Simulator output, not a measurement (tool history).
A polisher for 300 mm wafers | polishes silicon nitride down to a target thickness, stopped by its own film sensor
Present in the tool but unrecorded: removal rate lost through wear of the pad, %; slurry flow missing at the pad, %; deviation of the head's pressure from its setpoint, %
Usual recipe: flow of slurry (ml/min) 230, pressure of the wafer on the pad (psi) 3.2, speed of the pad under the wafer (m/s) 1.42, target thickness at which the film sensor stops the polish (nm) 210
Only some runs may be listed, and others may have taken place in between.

run   hour  flow of slurry (ml/min)  pressure of the wafer on the pad (psi)  speed of the pad under the wafer (m/s)  target thickness at which the film sensor stops the polish (nm)  wafers since the last listed run  wafers polished on this pad  hours since the slurry nozzle was cleaned  hours since the head pressure was calibrated  incoming thickness of the incoming film, nm  time until the film sensor stopped the polish (s)
  1      0                      230                                     3.2                                    1.42                                                              210                                 0                          259                                      354.7                                        1169.4                                        462.7                                              142.9
  2   37.9                      230                                     3.2                                    1.42                                                              210                               348                          607                                      392.6                                        1207.3                                        456.1                                              140.3
  3     54                      230                                     3.2                                    1.42                                                              210                               148                          755                                      408.7                                        1223.4                                        469.9                                                150
      67.3  -- worn pad replaced by a new one
  4   67.8                      230                                     3.2                                    1.42                                                              157                                90                            4                                      422.5                                        1237.2                                        468.7                                              180.1
  5   75.4                      230                                     3.2                                    1.42                                                              157                                69                           74                                      430.1                                        1244.8                                        459.1                                              176.4
  6   92.1                      230                                     3.2                                    1.42                                                              210                               153                          227                                      446.8                                        1261.5                                        463.5                                              145.4
  7  106.7                      230                                     3.2                                    1.42                                                              210                               134                          362                                      461.4                                        1276.1                                        458.8                                              144.7
  8  133.8                      230                                     3.2                                    1.42                                                              210                               249                          611                                      488.5                                        1303.2                                        467.3                                              149.8
  9  141.2                      230                                     2.6                                    1.42                                                              210                                68                          679                                      495.9                                        1310.6                                        459.3                                              172.7
 10  151.7                      230                                     2.6                                    1.42                                                              210                                96                          775                                      506.4                                        1321.1                                        457.9                                                174
     166.2  -- worn pad replaced by a new one
 11  166.7                      230                                     2.6                                    1.42                                                              210                               101                            4                                      521.4                                        1336.1                                        454.2                                              170.4
 12  181.4                      230                                     3.2                                    1.42                                                              210                               135                          139                                      536.1                                        1350.8                                        456.2                                              140.8
 13  193.3                      230                                     3.2                                    1.42                                                              210                               109                          249                                        548                                        1362.7                                        465.8                                              149.2
 14  207.1                      230                                     3.2                                    1.42                                                              210                               126                          376                                      561.8                                        1376.5                                        465.7                                              151.4
 15  213.4                      230                                     3.6                                    1.12                                                              210                                57                          434                                      568.1                                        1382.8                                        459.5                                              158.7
 16  229.8                      230                                     3.2                                    1.42                                                              210                               150                          584                                      584.5                                        1399.2                                        459.3                                              150.1
     236.9  -- slurry nozzle cleaned
     241.6  -- head pressure recalibrated
 17  245.4                      230                                     3.2                                    1.42                                                              210                               115                          700                                        8.5                                           3.8                                        461.7                                              138.2
     259.3  -- worn pad replaced by a new one
 18  261.6                      230                                     3.2                                    1.14                                                              176                               112                           20                                       24.7                                            20                                        459.5                                              186.6
 19  270.9                      230                                     3.2                                    1.42                                                              210                                85                          106                                         34                                          29.3                                        456.6                                              137.5
 20    280                      150                                     3.2                                    1.42                                                              210                                83                          189                                       43.1                                          38.4                                        463.5                                                148
 21  296.4                      230                                     3.2                                    1.42                                                              157                               150                          340                                       59.5                                          54.8                                        465.5                                                168
 22  309.4                      230                                     2.5                                    1.42                                                              210                               119                          460                                       72.5                                          67.8                                        459.9                                              167.7
 23    316                      230                                     3.2                                    1.42                                                              210                                60                          520                                       79.1                                          74.4                                        452.1                                              133.1
 24  329.5                      230                                     3.7                                    1.42                                                              248                               124                          644                                       92.6                                          87.9                                          453                                               99.8
 25  340.1                      230                                     3.2                                    1.42                                                              210                                97                          742                                      103.2                                          98.5                                        465.4                                              142.6
 26    352                      300                                     3.2                                    1.18                                                              210                               109                          851                                      115.1                                         110.4                                        464.9                                              157.5
     366.9  -- worn pad replaced by a new one
 27  367.4                      185                                     3.2                                    1.74                                                              210                               104                            4                                      130.5                                         125.8                                          467                                              125.1
 28  376.3                      230                                     2.6                                    1.42                                                              210                                81                           86                                      139.4                                         134.7                                        455.9                                              163.4
 29  388.6                      190                                     3.6                                    1.42                                                              210                               113                          199                                      151.7                                           147                                        458.3                                              129.1
 30  397.1                      150                                     3.2                                    1.42                                                              210                                78                          277                                      160.2                                         155.5                                        465.4                                              150.3
 31  411.9                      230                                     3.2                                    1.76                                                              210                               136                          413                                        175                                         170.3                                        457.6                                              115.2
 32  424.5                      300                                     3.2                                    1.42                                                              210                               115                          529                                      187.6                                         182.9                                          458                                              131.5
 33  436.3                      150                                     2.5                                    1.74                                                              135                               108                          637                                      199.4                                         194.7                                        455.8                                              199.3
 34  444.4                      230                                     3.2                                    1.42                                                              210                                74                          712                                      207.5                                         202.8                                        458.5                                              141.8
 35  457.8                      185                                     3.2                                    1.22                                                              210                               123                          835                                      220.9                                         216.2                                        470.4                                              170.1
 36  475.8                      200                                     2.1                                     1.2                                                              210                               165                         1001                                      238.9                                         234.2                                        463.4                                              235.7
     489.2  -- worn pad replaced by a new one
 37  489.7                      200                                     2.1                                     1.2                                                              210                                91                            4                                      252.8                                         248.1                                        457.2                                              231.8
 38  503.8                      190                                     2.6                                    1.86                                                              210                               129                          134                                      266.9                                         262.2                                        457.4                                              136.4

What the log doesn't show, run by run:
removal rate lost through wear of the pad, %: 0 in every run
deviation of the head's pressure from its setpoint, %: 0 in every run
H1: slurry flow missing at the pad, %
run    H1
  1  25.9
  2  27.9
  3  28.8
  4  29.5
  5  29.9
  6  30.8
  7  31.5
  8  32.9
  9  33.3
 10  33.9
 11  34.7
 12  35.4
 13  36.1
 14  36.8
 15  37.1
 16    38
 17  3.44
 18  4.29
 19  4.78
 20  5.26
 21  6.12
 22   6.8
 23  7.15
 24  7.85
 25  8.41
 26  9.04
 27  9.84
 28  10.3
 29    11
 30  11.4
 31  12.2
 32  12.8
 33  13.5
 34  13.9
 35  14.6
 36  15.5
 37  16.3
 38    17

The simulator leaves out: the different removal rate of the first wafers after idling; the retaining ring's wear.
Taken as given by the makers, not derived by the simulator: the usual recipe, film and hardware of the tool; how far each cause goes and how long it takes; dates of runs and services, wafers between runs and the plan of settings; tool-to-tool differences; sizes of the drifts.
